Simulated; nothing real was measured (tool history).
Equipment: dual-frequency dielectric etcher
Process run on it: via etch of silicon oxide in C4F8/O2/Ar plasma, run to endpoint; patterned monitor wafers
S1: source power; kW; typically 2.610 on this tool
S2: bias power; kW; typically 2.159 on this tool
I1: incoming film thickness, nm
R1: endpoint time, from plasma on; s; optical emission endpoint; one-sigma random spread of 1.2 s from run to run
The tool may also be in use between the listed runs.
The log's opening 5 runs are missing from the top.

run	hour	S1	S2	I1	R1
# hour 355.3: wet clean of the chamber
6	557.9	2.610	2.159	1520.3	281.7
7	600.2	2.610	2.159	1537.1	285.3
8	656.0	2.610	2.159	1536.8	285.0
9	761.9	2.610	2.159	1525.7	287.2
10	835.8	2.310	2.159	1517.0	301.3
11	921.2	2.310	2.159	1544.3	309.4
# hour 976.7: wet clean of the chamber
12	1023.1	2.310	2.159	1527.0	292.3
# hour 1248.4: source power generator calibrated
# hour 1325.1: upper electrode replaced
13	1332.9	2.610	2.159	1526.2	284.8
14	1400.3	2.610	2.159	1544.4	289.9
15	1496.4	2.610	2.159	1525.9	287.5
16	1541.8	2.610	2.159	1533.3	289.9
17	1644.4	2.610	2.159	1518.2	290.4
18	1697.0	2.610	2.159	1517.4	292.3
# hour 1731.5: wet clean of the chamber
19	1765.2	2.080	2.309	1545.8	306.7
20	1836.3	2.060	2.520	1529.3	301.3
21	1892.0	3.100	2.159	1525.0	262.4
22	1944.4	2.610	2.159	1522.4	283.8

For run 23, what comes out?
23	1991.7	2.020	2.648	1532.1	?

Run 23 gave R1 303.1 s.
Minus the tool's unlogged condition, the same run would have read R1 295.0 s.
